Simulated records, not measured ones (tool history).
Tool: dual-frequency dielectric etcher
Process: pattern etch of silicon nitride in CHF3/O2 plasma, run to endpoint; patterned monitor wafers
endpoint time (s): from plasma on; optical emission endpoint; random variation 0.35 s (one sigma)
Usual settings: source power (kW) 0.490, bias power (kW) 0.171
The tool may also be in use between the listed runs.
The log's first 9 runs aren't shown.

run	hour	source power (kW)	bias power (kW)	incoming incoming film thickness, nm	endpoint time (s)
# hour 622.8: upper electrode replaced
10	671.7	0.490	0.171	85.3	59.8
11	747.4	0.540	0.154	86.4	61.4
12	818.7	0.600	0.171	84.8	54.3
13	885.5	0.530	0.194	84.2	53.8
# hour 954.9: wet clean of the chamber
14	955.4	0.490	0.171	85.5	59.5
15	982.8	0.420	0.195	85.6	60.6
16	1030.1	0.490	0.171	85.4	59.8
17	1069.2	0.570	0.129	84.6	63.9
18	1133.4	0.410	0.147	85.2	67.4
19	1226.4	0.590	0.151	85.3	58.6
20	1307.1	0.410	0.182	84.6	61.5
21	1412.1	0.520	0.150	85.6	61.6
22	1468.5	0.380	0.187	85.4	62.9
23	1521.5	0.390	0.171	84.4	64.0
# hour 1693.6: wet clean of the chamber
24	1694.1	0.490	0.203	84.8	54.8
25	1748.9	0.440	0.150	85.8	66.1
26	1831.7	0.490	0.171	85.6	59.7
27	1893.5	0.530	0.142	85.2	63.1
28	1955.7	0.490	0.171	84.9	59.7
29	2019.0	0.490	0.171	84.5	59.2
30	2318.6	0.490	0.171	85.5	59.5

Forecast run 31:
31	2392.3	0.410	0.149	84.4	?

endpoint time (s): 66.9
Without the tool's hidden state the same run would have given endpoint time (s) 66.9.

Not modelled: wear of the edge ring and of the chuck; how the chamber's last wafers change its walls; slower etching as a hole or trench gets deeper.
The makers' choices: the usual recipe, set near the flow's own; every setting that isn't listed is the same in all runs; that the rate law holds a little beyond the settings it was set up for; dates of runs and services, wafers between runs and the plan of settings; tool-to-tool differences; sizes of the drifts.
